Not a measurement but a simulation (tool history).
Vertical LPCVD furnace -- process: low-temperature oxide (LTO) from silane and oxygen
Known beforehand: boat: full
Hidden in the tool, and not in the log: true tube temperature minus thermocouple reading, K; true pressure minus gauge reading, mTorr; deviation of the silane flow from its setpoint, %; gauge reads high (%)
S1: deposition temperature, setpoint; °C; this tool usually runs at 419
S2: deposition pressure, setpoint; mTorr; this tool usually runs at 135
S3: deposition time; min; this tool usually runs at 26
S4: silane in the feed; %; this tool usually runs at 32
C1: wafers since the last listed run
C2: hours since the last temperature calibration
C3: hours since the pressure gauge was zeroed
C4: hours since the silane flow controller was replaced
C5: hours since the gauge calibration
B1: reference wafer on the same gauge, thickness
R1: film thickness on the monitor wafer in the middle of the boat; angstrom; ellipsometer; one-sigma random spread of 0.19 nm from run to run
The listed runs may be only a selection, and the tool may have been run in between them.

run,hour,S1,S2,S3,S4,C1,C2,C3,C4,C5,B1,R1
1,0,419,135,26,35,0,4516.2,5241.1,4464,236.9,101.99,1464.9
2,10.4,419,135,26,35,152,4526.6,5251.5,4474.4,247.3,101.98,1463.8
3,23.3,419,135,26,32,189,4539.5,5264.4,4487.3,260.2,102.04,1304.7
4,36.5,419,135,26,32,193,4552.7,5277.6,4500.5,273.4,102,1303.4
5,45.9,419,135,26,32,137,4562.1,5287,4509.9,282.8,101.97,1308.1
6,62.5,419,135,26,32,243,4578.7,5303.6,4526.5,299.4,102.03,1307.2
7,69.6,419,135,26,32,104,4585.8,5310.7,4533.6,306.5,102.04,1308.5
8,85.7,419,135,26,32,236,4601.9,5326.8,4549.7,322.6,102.01,1306.3
9,101.1,419,135,26,32,225,4617.3,5342.2,4565.1,338,101.98,1306.6
10,119.5,419,135,26,32,269,4635.7,5360.6,4583.5,356.4,102.01,1309.5
11,127.2,410,155,26,37,112,4643.4,5368.3,4591.2,364.1,101.99,1640.8
12,137,419,110,26,32,143,4653.2,5378.1,4601,373.9,101.95,1066.1
13,172.2,415,135,26,32,516,4688.4,5413.3,4636.2,409.1,101.97,1252.9
# hour 204.6: pressure gauge zeroed
14,205.1,419,135,26,32,130,4721.3,0.5,4669.1,442,101.97,1311.8
15,209.7,430,115,19.5,28,67,4725.9,5.1,4673.7,446.6,102.02,789.1
16,214.3,407,125,26,32,67,4730.5,9.7,4678.3,451.2,102.01,1062.8
17,218.8,428,135,32,32,66,4735,14.2,4682.8,455.7,101.94,1777.7
18,233.9,415,120,22,26,221,4750.1,29.3,4697.9,470.8,101.93,704.8
19,241.7,419,165,26,32,114,4757.9,37.1,4705.7,478.6,101.98,1600.7
# hour 271.4: silane flow controller replaced
# hour 285.8: thermocouples replaced and temperature profile calibrated
20,286.3,419,165,26,30,91,0.5,81.7,14.9,523.2,102.02,1412.8
21,290.8,409,120,26,32,66,5,86.2,19.4,527.7,102.01,1006.7
22,295.4,419,135,26,32,67,9.6,90.8,24,532.3,101.97,1264.1
23,300,419,135,26,32,67,14.2,95.4,28.6,536.9,101.93,1265.3
24,304.5,416,155,18,35,66,18.7,99.9,33.1,541.4,102,1091.4
# hour 305.6: gauge calibrated
25,313.2,411,155,22.5,27,127,27.4,108.6,41.8,7.6,101.99,899.5
26,330.2,419,135,17,35,249,44.4,125.6,58.8,24.6,102,930.1
27,340.9,412,135,26,32,157,55.1,136.3,69.5,35.3,101.96,1169.1
28,353.7,419,135,26,32,187,67.9,149.1,82.3,48.1,101.96,1261.7
29,364.1,419,135,26,32,152,78.3,159.5,92.7,58.5,101.99,1261.2
30,371.5,419,160,26,32,108,85.7,166.9,100.1,65.9,101.99,1497.5
31,387.7,413,160,26,32,237,101.9,183.1,116.3,82.1,102,1400
32,433.4,419,135,18.5,32,670,147.6,228.8,162,127.8,102.06,898.3

Each row is a separate what-if for the run after 32, all from the same tool condition, not one after another. Results?
A,438.1,419,135,26,32,68,152.3,233.5,166.7,132.5,?,?
B,438.1,423,160,33,30,68,152.3,233.5,166.7,132.5,?,?
C,438.1,419,135,36,32,68,152.3,233.5,166.7,132.5,?,?

run,B1,R1
A,102.05,1261.3
B,102.05,1813.7
C,102.05,1746.5
With the hidden condition removed and each run's random variation left untouched, the same runs would have given:
run,R1
A,1253
B,1801
C,1735
